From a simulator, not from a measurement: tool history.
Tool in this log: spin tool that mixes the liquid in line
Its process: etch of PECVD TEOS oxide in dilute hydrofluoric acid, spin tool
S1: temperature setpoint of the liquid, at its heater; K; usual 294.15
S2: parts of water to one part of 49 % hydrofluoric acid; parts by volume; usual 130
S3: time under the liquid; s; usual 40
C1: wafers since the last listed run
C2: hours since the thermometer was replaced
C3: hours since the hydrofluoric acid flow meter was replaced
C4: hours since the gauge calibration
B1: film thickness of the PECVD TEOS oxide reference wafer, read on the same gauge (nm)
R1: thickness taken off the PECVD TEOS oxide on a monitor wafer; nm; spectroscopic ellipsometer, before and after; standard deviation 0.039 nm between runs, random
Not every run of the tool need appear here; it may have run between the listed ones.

{"run": 1, "hour": 0.0, "S1": 294.15, "S2": 170, "S3": 40, "C1": 0, "C2": 860.5, "C3": 1831.8, "C4": 171.9, "B1": 39.986, "R1": 3.157}
{"run": 2, "hour": 9.5, "S1": 294.15, "S2": 170, "S3": 40, "C1": 99, "C2": 870, "C3": 1841.3, "C4": 181.4, "B1": 40.049, "R1": 3.178}
{"run": 3, "hour": 18.7, "S1": 294.15, "S2": 130, "S3": 40, "C1": 95, "C2": 879.2, "C3": 1850.5, "C4": 190.6, "B1": 40.01, "R1": 4.228}
{"run": 4, "hour": 31.4, "S1": 294.15, "S2": 130, "S3": 40, "C1": 132, "C2": 891.9, "C3": 1863.2, "C4": 203.3, "B1": 39.979, "R1": 4.243}
{"run": 5, "hour": 38.5, "S1": 294.15, "S2": 130, "S3": 40, "C1": 74, "C2": 899, "C3": 1870.3, "C4": 210.4, "B1": 40.024, "R1": 4.313}
{"run": 6, "hour": 45.8, "S1": 294.15, "S2": 130, "S3": 40, "C1": 76, "C2": 906.3, "C3": 1877.6, "C4": 217.7, "B1": 40.007, "R1": 4.307}
{"run": 7, "hour": 53.5, "S1": 294.15, "S2": 130, "S3": 40, "C1": 80, "C2": 914, "C3": 1885.3, "C4": 225.4, "B1": 40.007, "R1": 4.276}
{"run": 8, "hour": 60.2, "S1": 294.15, "S2": 130, "S3": 40, "C1": 69, "C2": 920.7, "C3": 1892, "C4": 232.1, "B1": 39.978, "R1": 4.319}
{"run": 9, "hour": 77.2, "S1": 294.15, "S2": 130, "S3": 40, "C1": 177, "C2": 937.7, "C3": 1909, "C4": 249.1, "B1": 40.001, "R1": 4.308}
{"run": 10, "hour": 86.2, "S1": 294.15, "S2": 130, "S3": 40, "C1": 93, "C2": 946.7, "C3": 1918, "C4": 258.1, "B1": 39.99, "R1": 4.279}
{"run": 11, "hour": 99.1, "S1": 294.15, "S2": 130, "S3": 40, "C1": 134, "C2": 959.6, "C3": 1930.9, "C4": 271, "B1": 40.014, "R1": 4.285}
{"run": 12, "hour": 107.1, "S1": 294.15, "S2": 85, "S3": 40, "C1": 83, "C2": 967.6, "C3": 1938.9, "C4": 279, "B1": 40.015, "R1": 6.891}
{"hour": 112.4, "done": "thermometer replaced"}
{"run": 13, "hour": 116.6, "S1": 294.15, "S2": 85, "S3": 40, "C1": 88, "C2": 4.2, "C3": 1948.4, "C4": 288.5, "B1": 39.988, "R1": 6.916}
{"run": 14, "hour": 131.3, "S1": 294.15, "S2": 85, "S3": 40, "C1": 153, "C2": 18.9, "C3": 1963.1, "C4": 303.2, "B1": 40.014, "R1": 6.928}
{"run": 15, "hour": 147.0, "S1": 298.15, "S2": 105, "S3": 55, "C1": 163, "C2": 34.6, "C3": 1978.8, "C4": 318.9, "B1": 39.996, "R1": 8.658}
{"hour": 149.0, "done": "hydrofluoric acid flow meter replaced"}
{"run": 16, "hour": 157.3, "S1": 294.15, "S2": 80, "S3": 40, "C1": 96, "C2": 44.9, "C3": 8.3, "C4": 329.2, "B1": 40.01, "R1": 8.417}
{"run": 17, "hour": 164.7, "S1": 291.15, "S2": 130, "S3": 65, "C1": 77, "C2": 52.3, "C3": 15.7, "C4": 336.6, "B1": 39.998, "R1": 7.081}
{"run": 18, "hour": 174.3, "S1": 294.15, "S2": 165, "S3": 20, "C1": 100, "C2": 61.9, "C3": 25.3, "C4": 346.2, "B1": 40.012, "R1": 1.886}
{"run": 19, "hour": 186.6, "S1": 294.15, "S2": 85, "S3": 65, "C1": 128, "C2": 74.2, "C3": 37.6, "C4": 358.5, "B1": 39.998, "R1": 12.842}
{"run": 20, "hour": 201.2, "S1": 290.15, "S2": 165, "S3": 40, "C1": 152, "C2": 88.8, "C3": 52.2, "C4": 373.1, "B1": 40.002, "R1": 3.221}
{"run": 21, "hour": 208.9, "S1": 296.65, "S2": 80, "S3": 45, "C1": 80, "C2": 96.5, "C3": 59.9, "C4": 380.8, "B1": 40.017, "R1": 10.578}
{"run": 22, "hour": 226.2, "S1": 298.65, "S2": 130, "S3": 60, "C1": 180, "C2": 113.8, "C3": 77.2, "C4": 398.1, "B1": 40.007, "R1": 8.768}
{"run": 23, "hour": 241.2, "S1": 297.15, "S2": 95, "S3": 20, "C1": 156, "C2": 128.8, "C3": 92.2, "C4": 413.1, "B1": 39.976, "R1": 3.923}
{"run": 24, "hour": 248.4, "S1": 294.15, "S2": 170, "S3": 40, "C1": 75, "C2": 136, "C3": 99.4, "C4": 420.3, "B1": 39.977, "R1": 3.561}
{"hour": 257.8, "done": "gauge calibrated"}
{"run": 25, "hour": 262.4, "S1": 296.65, "S2": 130, "S3": 40, "C1": 146, "C2": 150, "C3": 113.4, "C4": 4.6, "B1": 40.032, "R1": 5.429}
{"run": 26, "hour": 271.9, "S1": 294.15, "S2": 110, "S3": 25, "C1": 99, "C2": 159.5, "C3": 122.9, "C4": 14.1, "B1": 40.02, "R1": 3.682}
{"run": 27, "hour": 285.8, "S1": 291.65, "S2": 90, "S3": 45, "C1": 144, "C2": 173.4, "C3": 136.8, "C4": 28, "B1": 40.049, "R1": 7.535}
{"run": 28, "hour": 298.3, "S1": 296.65, "S2": 130, "S3": 40, "C1": 130, "C2": 185.9, "C3": 149.3, "C4": 40.5, "B1": 39.971, "R1": 5.354}
{"run": 29, "hour": 306.8, "S1": 294.15, "S2": 130, "S3": 40, "C1": 88, "C2": 194.4, "C3": 157.8, "C4": 49, "B1": 39.978, "R1": 4.853}
{"run": 30, "hour": 319.4, "S1": 291.15, "S2": 130, "S3": 40, "C1": 131, "C2": 207, "C3": 170.4, "C4": 61.6, "B1": 40.017, "R1": 4.346}
{"run": 31, "hour": 328.5, "S1": 298.15, "S2": 105, "S3": 55, "C1": 94, "C2": 216.1, "C3": 179.5, "C4": 70.7, "B1": 40.01, "R1": 10.017}
{"run": 32, "hour": 340.8, "S1": 294.15, "S2": 130, "S3": 40, "C1": 128, "C2": 228.4, "C3": 191.8, "C4": 83, "B1": 40.003, "R1": 4.885}
{"run": 33, "hour": 355.8, "S1": 294.15, "S2": 130, "S3": 45, "C1": 156, "C2": 243.4, "C3": 206.8, "C4": 98, "B1": 39.982, "R1": 5.438}

Alternative continuations, all from the tool just after run 33; predict every row:
{"run": "A", "hour": 356.2, "S1": 294.15, "S2": 130, "S3": 40, "C1": 4, "C2": 243.8, "C3": 207.2, "C4": 98.4, "B1": "?", "R1": "?"}
{"run": "B", "hour": 356.2, "S1": 298.15, "S2": 130, "S3": 55, "C1": 4, "C2": 243.8, "C3": 207.2, "C4": 98.4, "B1": "?", "R1": "?"}
{"run": "C", "hour": 356.2, "S1": 296.65, "S2": 190, "S3": 60, "C1": 4, "C2": 243.8, "C3": 207.2, "C4": 98.4, "B1": "?", "R1": "?"}
{"run": "D", "hour": 356.2, "S1": 296.65, "S2": 155, "S3": 60, "C1": 4, "C2": 243.8, "C3": 207.2, "C4": 98.4, "B1": "?", "R1": "?"}

run=A B1=40.008 R1=4.847
run=B B1=40.008 R1=7.793
run=C B1=40.008 R1=5.128
run=D B1=40.008 R1=6.536
The same runs, with their run-to-run variation unchanged, on a tool lacking any hidden condition would have given:
run=A R1=4.96
run=B R1=7.976
run=C R1=5.254
run=D R1=6.693
